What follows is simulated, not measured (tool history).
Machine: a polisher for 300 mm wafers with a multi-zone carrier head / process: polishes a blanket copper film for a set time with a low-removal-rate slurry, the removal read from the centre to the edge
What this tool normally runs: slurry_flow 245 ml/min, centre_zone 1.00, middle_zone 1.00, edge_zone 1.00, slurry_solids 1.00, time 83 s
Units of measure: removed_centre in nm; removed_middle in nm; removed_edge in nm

run	hour	slurry_flow	centre_zone	middle_zone	edge_zone	slurry_solids	time	wafers since the last listed run	wafers polished on this pad	hours since the slurry nozzle was cleaned	hours since the centre zone pressure was calibrated	hours since the edge zone pressure was calibrated	hours since the carrier head's membrane was replaced	incoming thickness of the incoming film, nm	removed_centre	removed_middle	removed_edge
1	0.0	245	1.00	1.06	1.00	1.00	83	0	1848	719.8	446.0	66.2	190.5	834.6	127.9	131.5	127.3
# hour 33.8: slurry nozzle cleaned
# hour 57.6: worn pad replaced by a new one
2	63.7	245	1.00	1.06	1.00	1.00	83	664	68	29.9	509.7	129.9	254.2	836.3	142.2	148.9	143.7
3	165.5	245	1.00	1.06	1.00	1.00	83	1151	1220	131.7	611.5	231.7	356.0	830.8	135.0	138.3	131.1
# hour 196.9: centre zone pressure recalibrated
4	252.1	245	0.97	1.00	1.00	1.00	83	957	2177	218.3	55.2	318.3	442.6	843.5	124.2	131.4	127.2
# hour 267.9: worn pad replaced by a new one
5	323.8	245	0.97	1.00	1.00	1.00	83	765	631	290.0	126.9	390.0	514.3	840.8	136.1	137.8	134.8
6	368.7	245	1.00	1.07	1.00	1.00	83	507	1139	334.9	171.8	434.9	559.2	845.8	133.6	136.6	130.8
7	414.2	245	1.00	1.07	1.00	1.00	83	514	1654	380.4	217.3	480.4	604.7	843.1	129.4	137.7	127.4
# hour 431.0: edge zone pressure recalibrated
# hour 489.3: worn pad replaced by a new one
8	495.4	245	1.00	1.00	1.00	1.00	83	850	68	461.6	298.5	64.4	685.9	821.7	143.0	143.5	143.3
9	545.5	245	1.07	0.89	1.00	0.85	83	566	635	511.7	348.6	114.5	736.0	850.9	143.5	119.4	132.0
10	608.6	245	1.00	1.00	1.00	1.00	83	713	1349	574.8	411.7	177.6	799.1	839.3	128.6	129.6	131.4
# hour 663.1: carrier head's membrane replaced by a new one
11	684.6	245	1.00	1.00	1.00	1.00	83	803	2152	650.8	487.7	253.6	21.5	832.2	128.6	128.7	126.3
# hour 765.4: worn pad replaced by a new one
12	772.8	210	1.06	1.00	1.00	1.25	111	952	83	739.0	575.9	341.8	109.7	835.6	209.5	192.9	195.8
13	875.1	245	0.93	1.00	0.91	1.00	99	1157	1240	841.3	678.2	444.1	212.0	843.4	146.0	153.0	148.2
# hour 907.8: slurry nozzle cleaned
14	918.2	245	1.00	1.00	1.08	1.00	59	476	1716	10.4	721.3	487.2	255.1	835.9	92.0	91.1	95.0
# hour 975.1: centre zone pressure recalibrated
# hour 1019.4: worn pad replaced by a new one
15	1021.5	245	1.00	1.00	1.00	1.00	83	1100	23	113.7	46.4	590.5	358.4	835.3	144.8	144.3	143.0
# hour 1066.6: edge zone pressure recalibrated
16	1125.0	245	1.08	1.00	0.95	1.00	83	1148	1171	217.2	149.9	58.4	461.9	846.5	146.0	132.8	127.0
17	1219.5	245	1.00	1.00	1.11	1.00	83	1069	2240	311.7	244.4	152.9	556.4	837.7	127.2	127.9	133.7

Consider 4 possible next runs. They are alternatives, not a sequence: every one starts from the tool as it was left by run 17. What does each give?
A	1219.9	245	1.00	1.00	1.00	1.00	83	4	2245	312.1	244.8	153.3	556.8	842.0	?	?	?
B	1219.9	245	1.00	1.00	1.00	1.20	57	4	2245	312.1	244.8	153.3	556.8	842.0	?	?	?
C	1219.9	290	1.00	1.00	1.00	0.75	83	4	2245	312.1	244.8	153.3	556.8	842.0	?	?	?
D	1219.9	285	0.95	0.95	1.07	1.00	83	4	2245	312.1	244.8	153.3	556.8	842.0	?	?	?

run	removed_centre	removed_middle	removed_edge
A	124.3	128.8	128.9
B	88.7	91.9	92.0
C	119.8	123.9	123.4
D	120.4	125.6	135.2
Without the tool's unlogged condition, the same runs would have read:
run	removed_centre	removed_middle	removed_edge
A	141.7	146.9	147.0
B	101.1	104.8	104.9
C	136.6	141.3	140.7
D	137.2	143.2	154.1
